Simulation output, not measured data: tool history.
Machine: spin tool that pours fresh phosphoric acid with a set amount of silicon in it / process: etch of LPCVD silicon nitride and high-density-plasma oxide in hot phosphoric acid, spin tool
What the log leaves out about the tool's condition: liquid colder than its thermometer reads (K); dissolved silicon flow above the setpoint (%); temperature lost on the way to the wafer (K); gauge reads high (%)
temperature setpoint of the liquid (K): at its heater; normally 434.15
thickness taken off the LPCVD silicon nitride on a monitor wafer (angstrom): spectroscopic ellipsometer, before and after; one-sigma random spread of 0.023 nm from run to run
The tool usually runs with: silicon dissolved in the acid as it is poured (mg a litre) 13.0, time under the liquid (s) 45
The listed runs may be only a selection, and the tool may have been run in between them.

run   hour  temperature setpoint of the liquid (K)  silicon dissolved in the acid as it is poured (mg a litre)  time under the liquid (s)  wafers since the last listed run  hours since the thermometer was replaced  hours since the dissolved silicon flow meter was replaced  hours since the heated supply line was repaired  hours since the gauge calibration  read-back film thickness of the LPCVD silicon nitride reference wafer, read on the same gauge (nm)  thickness taken off the LPCVD silicon nitride on a monitor wafer (angstrom)
  1    0.0                                  434.15                                                         6.0                         55                                 0                                     625.9                                                     1714.1                                           2934.4                              108.3                                                                                             119.962                                                                        49.14
  2   15.2                                  434.15                                                        13.0                         45                               132                                     641.1                                                     1729.3                                           2949.6                              123.5                                                                                             119.996                                                                        39.93
  3   47.1                                  434.15                                                        20.0                         45                               278                                     673.0                                                     1761.2                                           2981.5                              155.4                                                                                             119.975                                                                        39.61
  4   63.1                                  434.15                                                        20.0                         45                               139                                     689.0                                                     1777.2                                           2997.5                              171.4                                                                                             119.979                                                                        40.18
  5   77.0                                  434.15                                                        13.0                         45                               121                                     702.9                                                     1791.1                                           3011.4                              185.3                                                                                             119.953                                                                        39.96
      80.7  -- thermometer replaced
  6  106.1                                  434.15                                                        13.0                         45                               245                                      25.4                                                     1820.2                                           3040.5                              214.4                                                                                             119.988                                                                        39.33
     118.2  -- dissolved silicon flow meter replaced
  7  122.4                                  434.15                                                        13.0                         45                               133                                      41.7                                                        4.2                                           3056.8                              230.7                                                                                             120.065                                                                        39.79
  8  156.9                                  436.15                                                        21.0                         55                               301                                      76.2                                                       38.7                                           3091.3                              265.2                                                                                             120.032                                                                        52.45
  9  184.1                                  434.15                                                        13.0                         45                               237                                     103.4                                                       65.9                                           3118.5                              292.4                                                                                             119.998                                                                        39.85
 10  208.5                                  432.15                                                        10.0                         60                               213                                     127.8                                                       90.3                                           3142.9                              316.8                                                                                             119.936                                                                        49.97
 11  243.1                                  434.15                                                        23.0                         45                               302                                     162.4                                                      124.9                                           3177.5                              351.4                                                                                             120.010                                                                        40.06
     252.0  -- gauge calibrated
 12  271.0                                  434.15                                                        18.0                         60                               244                                     190.3                                                      152.8                                           3205.4                               19.0                                                                                             119.997                                                                        52.98
 13  283.5                                  432.65                                                        21.0                         30                               109                                     202.8                                                      165.3                                           3217.9                               31.5                                                                                             120.017                                                                        25.28
 14  305.1                                  434.15                                                        22.5                         45                               188                                     224.4                                                      186.9                                           3239.5                               53.1                                                                                             120.023                                                                        39.88
     306.9  -- heated supply line repaired
 15  328.9                                  431.15                                                        17.0                         60                               199                                     248.2                                                      210.7                                             22.0                               76.9                                                                                             120.032                                                                        48.32
 16  351.4                                  431.15                                                        17.0                         60                               196                                     270.7                                                      233.2                                             44.5                               99.4                                                                                             120.016                                                                        47.62
 17  372.5                                  435.65                                                         2.5                         30                               184                                     291.8                                                      254.3                                             65.6                              120.5                                                                                             120.015                                                                        27.95
 18  387.0                                  434.15                                                        13.0                         45                               126                                     306.3                                                      268.8                                             80.1                              135.0                                                                                             120.014                                                                        40.09
 19  399.4                                  431.65                                                        22.5                         70                               108                                     318.7                                                      281.2                                             92.5                              147.4                                                                                             119.970                                                                        57.48
 20  431.0                                  434.15                                                         3.0                         65                               276                                     350.3                                                      312.8                                            124.1                              179.0                                                                                             119.989                                                                        57.69
 21  506.9                                  437.15                                                        13.0                         45                               663                                     426.2                                                      388.7                                            200.0                              254.9                                                                                             120.025                                                                        43.92

Consider 4 possible next runs. They are alternatives, not a sequence: every one starts from the tool as it was left by run 21. What does each give?
  A  507.3                                  434.15                                                        13.0                         45                                 3                                     426.6                                                      389.1                                            200.4                              255.3                                                                                                   ?                                                                            ?
  B  507.3                                  436.65                                                        18.0                         65                                 3                                     426.6                                                      389.1                                            200.4                              255.3                                                                                                   ?                                                                            ?
  C  507.3                                  434.15                                                        13.0                         25                                 3                                     426.6                                                      389.1                                            200.4                              255.3                                                                                                   ?                                                                            ?
  D  507.3                                  432.65                                                        13.0                         50                                 3                                     426.6                                                      389.1                                            200.4                              255.3                                                                                                   ?                                                                            ?

run  read-back film thickness of the LPCVD silicon nitride reference wafer, read on the same gauge (nm)  thickness taken off the LPCVD silicon nitride on a monitor wafer (angstrom)
  A                                                                                             120.020                                                                        39.91
  B                                                                                             120.020                                                                        62.64
  C                                                                                             120.020                                                                        22.17
  D                                                                                             120.020                                                                        42.17
With the hidden condition removed and each run's random variation left untouched, the same runs would have given:
run  thickness taken off the LPCVD silicon nitride on a monitor wafer (angstrom)
  A                                                                        39.91
  B                                                                        62.64
  C                                                                        22.17
  D                                                                        42.17
